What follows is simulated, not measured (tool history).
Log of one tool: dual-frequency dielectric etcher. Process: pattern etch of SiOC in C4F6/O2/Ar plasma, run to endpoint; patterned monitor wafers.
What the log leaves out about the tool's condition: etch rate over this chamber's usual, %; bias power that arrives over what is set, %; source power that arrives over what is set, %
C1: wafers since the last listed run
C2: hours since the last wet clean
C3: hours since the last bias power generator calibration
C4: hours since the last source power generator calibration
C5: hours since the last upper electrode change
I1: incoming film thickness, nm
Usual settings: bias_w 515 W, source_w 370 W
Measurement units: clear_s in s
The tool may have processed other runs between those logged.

run 1 hour=0 | bias_w=582 source_w=410 | C1=0 C2=184.1 C3=509.3 C4=2007.4 C5=2860.6 | I1=27.79 | clear_s=9.1
run 2 hour=43.6 | bias_w=582 source_w=410 | C1=614 C2=227.7 C3=552.9 C4=2051 C5=2904.2 | I1=28.12 | clear_s=9.2
run 3 hour=118.3 | bias_w=515 source_w=370 | C1=1052 C2=302.4 C3=627.6 C4=2125.7 C5=2978.9 | I1=27.84 | clear_s=10.2
run 4 hour=180.2 | bias_w=515 source_w=370 | C1=871 C2=364.3 C3=689.5 C4=2187.6 C5=3040.8 | I1=27.91 | clear_s=10.6
run 5 hour=240.3 | bias_w=515 source_w=370 | C1=846 C2=424.4 C3=749.6 C4=2247.7 C5=3100.9 | I1=27.99 | clear_s=10.4
run 6 hour=276.4 | bias_w=613 source_w=370 | C1=508 C2=460.5 C3=785.7 C4=2283.8 C5=3137 | I1=27.61 | clear_s=9.6
run 7 hour=306.3 | bias_w=515 source_w=370 | C1=421 C2=490.4 C3=815.6 C4=2313.7 C5=3166.9 | I1=27.86 | clear_s=10.5
run 8 hour=366.8 | bias_w=515 source_w=370 | C1=852 C2=550.9 C3=876.1 C4=2374.2 C5=3227.4 | I1=27.83 | clear_s=10.6
run 9 hour=417 | bias_w=515 source_w=370 | C1=706 C2=601.1 C3=926.3 C4=2424.4 C5=3277.6 | I1=27.92 | clear_s=10.6
-- hour=456.3 wet clean of the chamber
run 10 hour=474.9 | bias_w=515 source_w=370 | C1=477 C2=18.6 C3=984.2 C4=2482.3 C5=3335.5 | I1=28.22 | clear_s=10.4
run 11 hour=535.8 | bias_w=515 source_w=370 | C1=857 C2=79.5 C3=1045.1 C4=2543.2 C5=3396.4 | I1=27.93 | clear_s=10.4
run 12 hour=565 | bias_w=515 source_w=370 | C1=411 C2=108.7 C3=1074.3 C4=2572.4 C5=3425.6 | I1=27.99 | clear_s=10.4
run 13 hour=598.9 | bias_w=515 source_w=370 | C1=477 C2=142.6 C3=1108.2 C4=2606.3 C5=3459.5 | I1=27.76 | clear_s=10.2
run 14 hour=693.6 | bias_w=515 source_w=370 | C1=1333 C2=237.3 C3=1202.9 C4=2701 C5=3554.2 | I1=27.58 | clear_s=10.2
run 15 hour=725.8 | bias_w=515 source_w=370 | C1=453 C2=269.5 C3=1235.1 C4=2733.2 C5=3586.4 | I1=27.7 | clear_s=10.3
run 16 hour=773.1 | bias_w=408 source_w=410 | C1=666 C2=316.8 C3=1282.4 C4=2780.5 C5=3633.7 | I1=27.69 | clear_s=10.9
run 17 hour=837.2 | bias_w=469 source_w=300 | C1=902 C2=380.9 C3=1346.5 C4=2844.6 C5=3697.8 | I1=27.92 | clear_s=12.3
run 18 hour=867.8 | bias_w=390 source_w=370 | C1=430 C2=411.5 C3=1377.1 C4=2875.2 C5=3728.4 | I1=27.74 | clear_s=11.8
run 19 hour=931.1 | bias_w=388 source_w=370 | C1=891 C2=474.8 C3=1440.4 C4=2938.5 C5=3791.7 | I1=27.85 | clear_s=11.9
-- hour=982.4 wet clean of the chamber
run 20 hour=982.9 | bias_w=423 source_w=310 | C1=391 C2=0.5 C3=1492.2 C4=2990.3 C5=3843.5 | I1=27.92 | clear_s=12
run 21 hour=1005.7 | bias_w=461 source_w=430 | C1=321 C2=23.3 C3=1515 C4=3013.1 C5=3866.3 | I1=27.98 | clear_s=9.8
-- hour=1033.9 upper electrode replaced
run 22 hour=1218.1 | bias_w=515 source_w=370 | C1=2653 C2=235.7 C3=1727.4 C4=3225.5 C5=184.2 | I1=27.99 | clear_s=10.3
-- hour=1235.6 source power generator calibrated
run 23 hour=1269.6 | bias_w=515 source_w=370 | C1=668 C2=287.2 C3=1778.9 C4=34 C5=235.7 | I1=28.17 | clear_s=10.5
run 24 hour=1297.5 | bias_w=515 source_w=370 | C1=392 C2=315.1 C3=1806.8 C4=61.9 C5=263.6 | I1=28.04 | clear_s=10.4
run 25 hour=1351.7 | bias_w=449 source_w=460 | C1=763 C2=369.3 C3=1861 C4=116.1 C5=317.8 | I1=27.82 | clear_s=9.9
run 26 hour=1380.6 | bias_w=464 source_w=330 | C1=407 C2=398.2 C3=1889.9 C4=145 C5=346.7 | I1=27.74 | clear_s=11.6
-- hour=1428.8 bias power generator calibrated
run 27 hour=1448.8 | bias_w=429 source_w=300 | C1=904 C2=466.4 C3=20 C4=213.2 C5=414.9 | I1=27.75 | clear_s=12.7
-- hour=1492.3 wet clean of the chamber
run 28 hour=1614.5 | bias_w=642 source_w=370 | C1=1995 C2=122.2 C3=185.7 C4=378.9 C5=580.6 | I1=27.89 | clear_s=9.2
run 29 hour=1675.2 | bias_w=449 source_w=460 | C1=854 C2=182.9 C3=246.4 C4=439.6 C5=641.3 | I1=27.92 | clear_s=9.6
run 30 hour=1736.9 | bias_w=433 source_w=340 | C1=868 C2=244.6 C3=308.1 C4=501.3 C5=703 | I1=27.87 | clear_s=11.7
run 31 hour=1850.8 | bias_w=635 source_w=320 | C1=1604 C2=358.5 C3=422 C4=615.2 C5=816.9 | I1=27.6 | clear_s=10.1

Predict each of these 3 candidate next runs independently; none follows another, all start after run 31:
run A hour=1851.2 | bias_w=515 source_w=370 | C1=5 C2=358.9 C3=422.4 C4=615.6 C5=817.3 | I1=27.97 | clear_s=?
run B hour=1851.2 | bias_w=388 source_w=290 | C1=5 C2=358.9 C3=422.4 C4=615.6 C5=817.3 | I1=27.97 | clear_s=?
run C hour=1851.2 | bias_w=630 source_w=310 | C1=5 C2=358.9 C3=422.4 C4=615.6 C5=817.3 | I1=27.97 | clear_s=?

run=A clear_s=10.5
run=B clear_s=13.7
run=C clear_s=10.6
Take away the tool's hidden state, keep each run's random variation, and the runs would have read:
run=A clear_s=10.2
run=B clear_s=13.3
run=C clear_s=10.3

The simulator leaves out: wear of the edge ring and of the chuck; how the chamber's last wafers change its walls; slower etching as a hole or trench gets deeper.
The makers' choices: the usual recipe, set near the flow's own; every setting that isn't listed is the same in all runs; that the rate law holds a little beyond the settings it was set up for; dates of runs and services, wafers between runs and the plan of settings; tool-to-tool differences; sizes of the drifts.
